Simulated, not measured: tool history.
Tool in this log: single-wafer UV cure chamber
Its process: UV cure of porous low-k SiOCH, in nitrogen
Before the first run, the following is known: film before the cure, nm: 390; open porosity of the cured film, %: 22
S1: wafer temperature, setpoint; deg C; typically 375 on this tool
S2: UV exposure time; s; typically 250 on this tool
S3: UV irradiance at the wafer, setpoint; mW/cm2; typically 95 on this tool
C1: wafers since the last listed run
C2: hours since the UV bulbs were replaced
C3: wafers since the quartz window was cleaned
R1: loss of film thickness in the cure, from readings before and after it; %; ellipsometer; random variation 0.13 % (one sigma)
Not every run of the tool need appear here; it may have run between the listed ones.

run    day   S1   S2   S3   C1      C2    C3      R1
  1  0.000  375  250   95    0  1603.3  1541  11.572
  2  0.496  375  250   95   88  1615.2  1630  11.374
  3  1.038  375  250   95   97  1628.2  1727  11.166
  4  1.350  375  210   95   55  1635.7  1783  10.540
  5  1.904  375  210   95   99  1649.0  1882  10.619
  6  2.254  375  170   95   62  1657.4  1945   9.430
  7  2.533  375  250   64   50  1664.1  1995   9.474
  8  2.792  375  250   64   46  1670.3  2041   9.514
  9  3.496  375  250   64  126  1687.2  2168   9.417
 10  4.129  369  155   95  113  1702.4  2281   8.854
 11  4.412  363  345  123   50  1709.2  2332  13.735
     4.979  -- UV bulbs replaced
     5.296  -- quartz window cleaned
 12  5.317  375  165  122   45     8.1     4  11.332
 13  5.329  375  110   95    2     8.4     6   8.136
 14  5.342  367  250   73    2     8.7     8  10.460
 15  5.692  384  250   95   62    17.1    71  12.209
 16  6.012  375  250   95   57    24.8   128  11.994
 17  6.700  391  305  109  123    41.3   251  13.690
 18  7.088  355  310  133   69    50.6   321  14.233
 19  7.762  375  170   95  120    66.8   442   9.964

Alternative continuations, all from the tool just after run 19; predict every row:
  A  7.779  375  250   95   2  67.2  445   ?
  B  7.779  375  350   66   2  67.2  445   ?
  C  7.779  367  360  135   2  67.2  445   ?
  D  7.779  364  250   95   2  67.2  445   ?
  E  7.779  368  195  114   2  67.2  445   ?

run      R1
  A  12.058
  B  11.922
  C  15.533
  D  11.830
  E  11.591
The same runs, with their run-to-run variation unchanged, on a tool lacking any hidden condition would have given:
run      R1
  A  12.446
  B  12.308
  C  15.946
  D  12.216
  E  11.975
